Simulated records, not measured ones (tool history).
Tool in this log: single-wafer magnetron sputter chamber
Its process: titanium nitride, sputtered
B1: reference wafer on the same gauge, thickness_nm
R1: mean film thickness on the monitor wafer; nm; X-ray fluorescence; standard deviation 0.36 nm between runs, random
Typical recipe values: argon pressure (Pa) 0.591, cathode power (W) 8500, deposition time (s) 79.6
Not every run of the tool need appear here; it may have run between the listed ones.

run 1 hour=0.0 | argon_pressure_(Pa)=0.591 cathode_power_(W)=7850 deposition_time_(s)=79.6 | B1=128.034 | R1=112.270
run 2 hour=104.8 | argon_pressure_(Pa)=0.591 cathode_power_(W)=7850 deposition_time_(s)=79.6 | B1=127.987 | R1=111.739
-- hour=183.4 sputter target and shields replaced
run 3 hour=183.9 | argon_pressure_(Pa)=0.591 cathode_power_(W)=8000 deposition_time_(s)=79.6 | B1=128.037 | R1=115.028
run 4 hour=231.0 | argon_pressure_(Pa)=0.591 cathode_power_(W)=8000 deposition_time_(s)=79.6 | B1=128.015 | R1=114.627
run 5 hour=405.9 | argon_pressure_(Pa)=0.591 cathode_power_(W)=8000 deposition_time_(s)=79.6 | B1=127.969 | R1=113.165
-- hour=438.3 sputter target and shields replaced
-- hour=509.8 gauge calibrated
-- hour=703.8 sputter target and shields replaced
run 6 hour=704.4 | argon_pressure_(Pa)=0.591 cathode_power_(W)=10150 deposition_time_(s)=79.6 | B1=127.949 | R1=140.539
-- hour=798.8 magnet pack replaced
-- hour=889.3 capacitance manometer re-zeroed and calibrated
run 7 hour=991.4 | argon_pressure_(Pa)=0.591 cathode_power_(W)=10150 deposition_time_(s)=79.6 | B1=127.977 | R1=137.057
-- hour=1025.5 sputter target and shields replaced
run 8 hour=1088.3 | argon_pressure_(Pa)=0.591 cathode_power_(W)=8500 deposition_time_(s)=66.9 | B1=128.097 | R1=100.548
run 9 hour=1150.3 | argon_pressure_(Pa)=0.379 cathode_power_(W)=6600 deposition_time_(s)=79.6 | B1=127.976 | R1=106.075
run 10 hour=1223.3 | argon_pressure_(Pa)=0.432 cathode_power_(W)=8500 deposition_time_(s)=75.2 | B1=127.974 | R1=119.747
run 11 hour=1263.1 | argon_pressure_(Pa)=0.362 cathode_power_(W)=6750 deposition_time_(s)=69.1 | B1=128.006 | R1=93.779
-- hour=1294.7 sputter target and shields replaced
run 12 hour=1307.6 | argon_pressure_(Pa)=0.374 cathode_power_(W)=8500 deposition_time_(s)=71.8 | B1=128.033 | R1=118.370
run 13 hour=1345.8 | argon_pressure_(Pa)=0.432 cathode_power_(W)=8500 deposition_time_(s)=75.2 | B1=127.956 | R1=120.618
run 14 hour=1425.4 | argon_pressure_(Pa)=0.591 cathode_power_(W)=8500 deposition_time_(s)=68.4 | B1=128.079 | R1=102.817
run 15 hour=1474.1 | argon_pressure_(Pa)=0.591 cathode_power_(W)=8500 deposition_time_(s)=79.6 | B1=128.030 | R1=118.722

Alternative continuations, all from the tool just after run 15; predict every row:
run A hour=1474.5 | argon_pressure_(Pa)=0.591 cathode_power_(W)=8500 deposition_time_(s)=84.9 | B1=? | R1=?
run B hour=1474.5 | argon_pressure_(Pa)=0.790 cathode_power_(W)=9050 deposition_time_(s)=79.6 | B1=? | R1=?
run C hour=1474.5 | argon_pressure_(Pa)=0.414 cathode_power_(W)=9450 deposition_time_(s)=74.3 | B1=? | R1=?
run D hour=1474.5 | argon_pressure_(Pa)=0.705 cathode_power_(W)=7150 deposition_time_(s)=95.1 | B1=? | R1=?
run E hour=1474.5 | argon_pressure_(Pa)=0.674 cathode_power_(W)=6800 deposition_time_(s)=69.9 | B1=? | R1=?

run=A B1=127.972 R1=127.217
run=B B1=127.972 R1=116.411
run=C B1=127.972 R1=130.315
run=D B1=127.972 R1=118.597
run=E B1=127.972 R1=84.779
Without the tool's unlogged condition, the same runs would have read:
run=A R1=129.176
run=B R1=118.204
run=C R1=132.321
run=D R1=120.423
run=E R1=86.085

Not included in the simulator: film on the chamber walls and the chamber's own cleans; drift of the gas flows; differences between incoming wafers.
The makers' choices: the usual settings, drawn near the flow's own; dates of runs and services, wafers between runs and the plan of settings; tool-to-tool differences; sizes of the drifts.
